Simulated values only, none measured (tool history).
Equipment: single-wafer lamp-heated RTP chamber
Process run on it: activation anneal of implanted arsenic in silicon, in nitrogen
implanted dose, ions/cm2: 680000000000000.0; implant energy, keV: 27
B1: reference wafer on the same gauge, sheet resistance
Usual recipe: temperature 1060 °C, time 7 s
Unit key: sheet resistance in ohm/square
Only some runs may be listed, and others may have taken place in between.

Run 1, hour 0.0: usual settings; B1 129.06. Result: sheet resistance 155.84 ohm/square.
Run 2, hour 34.0: usual settings; B1 128.99. Result: sheet resistance 156.10 ohm/square.
Run 3, hour 68.3: usual settings; B1 129.01. Result: sheet resistance 155.52 ohm/square.
Run 4, hour 88.3: usual settings but time 4 s; B1 128.93. Result: sheet resistance 158.57 ohm/square.
At hour 105.5: gauge calibrated.
Run 5, hour 117.7: usual settings but time 4 s; B1 128.97. Result: sheet resistance 158.43 ohm/square.
Run 6, hour 143.1: usual settings but time 4 s; B1 129.00. Result: sheet resistance 158.16 ohm/square.
At hour 230.7: reflector plate cleaned.
Run 7, hour 231.2: usual settings; B1 129.04. Result: sheet resistance 156.23 ohm/square.
Run 8, hour 243.1: usual settings; B1 129.04. Result: sheet resistance 155.79 ohm/square.
Run 9, hour 278.2: usual settings; B1 128.99. Result: sheet resistance 156.04 ohm/square.
Run 10, hour 295.3: usual settings; B1 129.00. Result: sheet resistance 155.82 ohm/square.
Run 11, hour 319.0: usual settings; B1 129.00. Result: sheet resistance 155.98 ohm/square.
Run 12, hour 352.3: usual settings; B1 129.04. Result: sheet resistance 155.47 ohm/square.
At hour 368.6: pyrometer window cleaned and pyrometer calibrated.
Run 13, hour 374.9: usual settings but time 9 s; B1 129.02. Result: sheet resistance 155.96 ohm/square.
Run 14, hour 390.2: usual settings but temperature 1075 °C, time 5 s; B1 129.07. Result: sheet resistance 156.89 ohm/square.
Run 15, hour 417.4: usual settings but temperature 1051 °C, time 3 s; B1 128.99. Result: sheet resistance 162.26 ohm/square.
Run 16, hour 432.1: usual settings; B1 128.99. Result: sheet resistance 156.68 ohm/square.
Run 17, hour 454.2: usual settings but temperature 1072 °C, time 11 s; B1 128.99. Result: sheet resistance 152.61 ohm/square.
At hour 519.5: gauge calibrated.
Run 18, hour 532.4: usual settings but temperature 1080 °C; B1 128.99. Result: sheet resistance 154.39 ohm/square.
Run 19, hour 564.2: usual settings; B1 129.00. Result: sheet resistance 156.23 ohm/square.
Run 20, hour 578.1: usual settings but temperature 1072 °C, time 9 s; B1 128.99. Result: sheet resistance 153.47 ohm/square.
Run 21, hour 599.9: usual settings; B1 129.03. Result: sheet resistance 155.59 ohm/square.
Run 22, hour 617.1: usual settings; B1 128.99. Result: sheet resistance 155.84 ohm/square.
Run 23, hour 643.9: usual settings but time 3 s; B1 128.97. Result: sheet resistance 160.16 ohm/square.
Run 24, hour 674.8: usual settings; B1 128.98. Result: sheet resistance 155.87 ohm/square.
Run 25, hour 723.1: usual settings but time 10 s; B1 128.98. Result: sheet resistance 153.42 ohm/square.
Run 26, hour 747.6: usual settings but time 5 s; B1 129.03. Result: sheet resistance 157.29 ohm/square.

3 ways to go on from here, each from the tool as it stands after run 26. What would each give?
Run A, hour 748.0: usual settings but time 11 s; B1 ?. Result: sheet resistance ?.
Run B, hour 748.0: usual settings but temperature 1047 °C, time 6 s; B1 ?. Result: sheet resistance ?.
Run C, hour 748.0: usual settings but temperature 1047 °C, time 9 s; B1 ?. Result: sheet resistance ?.

run      B1  sheet resistance
  A  128.98            152.49
  B  128.98            157.07
  C  128.98            155.03
What these runs would have given with no unlogged condition in the tool:
run  sheet resistance
  A            154.21
  B            158.68
  C            156.65

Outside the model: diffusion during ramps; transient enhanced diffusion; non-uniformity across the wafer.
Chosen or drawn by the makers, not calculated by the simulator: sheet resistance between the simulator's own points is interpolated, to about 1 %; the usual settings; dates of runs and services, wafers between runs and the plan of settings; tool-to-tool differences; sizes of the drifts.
